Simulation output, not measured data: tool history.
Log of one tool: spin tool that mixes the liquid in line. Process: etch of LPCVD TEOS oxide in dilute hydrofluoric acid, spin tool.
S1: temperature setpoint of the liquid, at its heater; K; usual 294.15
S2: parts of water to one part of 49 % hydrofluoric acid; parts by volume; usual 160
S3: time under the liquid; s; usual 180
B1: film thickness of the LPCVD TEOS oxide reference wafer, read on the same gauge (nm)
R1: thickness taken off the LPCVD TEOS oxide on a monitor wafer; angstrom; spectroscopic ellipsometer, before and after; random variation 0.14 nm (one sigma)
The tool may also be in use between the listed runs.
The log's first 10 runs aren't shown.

{"run": 11, "hour": 479.9, "S1": 294.15, "S2": 160, "S3": 180, "B1": 50.04, "R1": 266.1}
{"run": 12, "hour": 523.2, "S1": 296.65, "S2": 210, "S3": 120, "B1": 49.99, "R1": 140.2}
{"run": 13, "hour": 551.5, "S1": 294.15, "S2": 120, "S3": 135, "B1": 50.03, "R1": 276.1}
{"run": 14, "hour": 598.2, "S1": 296.15, "S2": 115, "S3": 220, "B1": 50.02, "R1": 511.1}
{"run": 15, "hour": 790.2, "S1": 294.15, "S2": 160, "S3": 180, "B1": 50, "R1": 262.8}
{"run": 16, "hour": 816.9, "S1": 294.15, "S2": 160, "S3": 180, "B1": 49.99, "R1": 261.2}
{"hour": 821.1, "done": "gauge calibrated"}
{"run": 17, "hour": 841.9, "S1": 290.65, "S2": 160, "S3": 180, "B1": 50.02, "R1": 228.8}
{"run": 18, "hour": 867.5, "S1": 294.15, "S2": 160, "S3": 275, "B1": 50.01, "R1": 398.7}
{"run": 19, "hour": 907.9, "S1": 294.15, "S2": 160, "S3": 285, "B1": 50.02, "R1": 414.8}
{"run": 20, "hour": 950.4, "S1": 294.15, "S2": 160, "S3": 180, "B1": 50, "R1": 263.3}
{"run": 21, "hour": 1015.9, "S1": 297.15, "S2": 110, "S3": 180, "B1": 50, "R1": 452.1}
{"run": 22, "hour": 1079.4, "S1": 298.15, "S2": 185, "S3": 180, "B1": 50, "R1": 254.3}
{"run": 23, "hour": 1118.1, "S1": 291.65, "S2": 85, "S3": 260, "B1": 49.99, "R1": 687.8}
{"run": 24, "hour": 1173.9, "S1": 294.15, "S2": 160, "S3": 180, "B1": 50.01, "R1": 258.3}
{"run": 25, "hour": 1239.5, "S1": 296.15, "S2": 160, "S3": 180, "B1": 49.99, "R1": 280}
{"run": 26, "hour": 1271.0, "S1": 294.15, "S2": 160, "S3": 180, "B1": 49.99, "R1": 259.6}
{"hour": 1281.7, "done": "hydrofluoric acid flow meter replaced"}
{"run": 27, "hour": 1323.8, "S1": 294.15, "S2": 160, "S3": 180, "B1": 50.02, "R1": 260.9}

Run 28 comes next. What will it give?
{"run": 28, "hour": 1453.3, "S1": 292.65, "S2": 230, "S3": 180, "B1": "?", "R1": "?"}

B1: 50
R1: 159.3 angstrom
Without the tool's hidden state the same run would have given R1 166.1 angstrom.
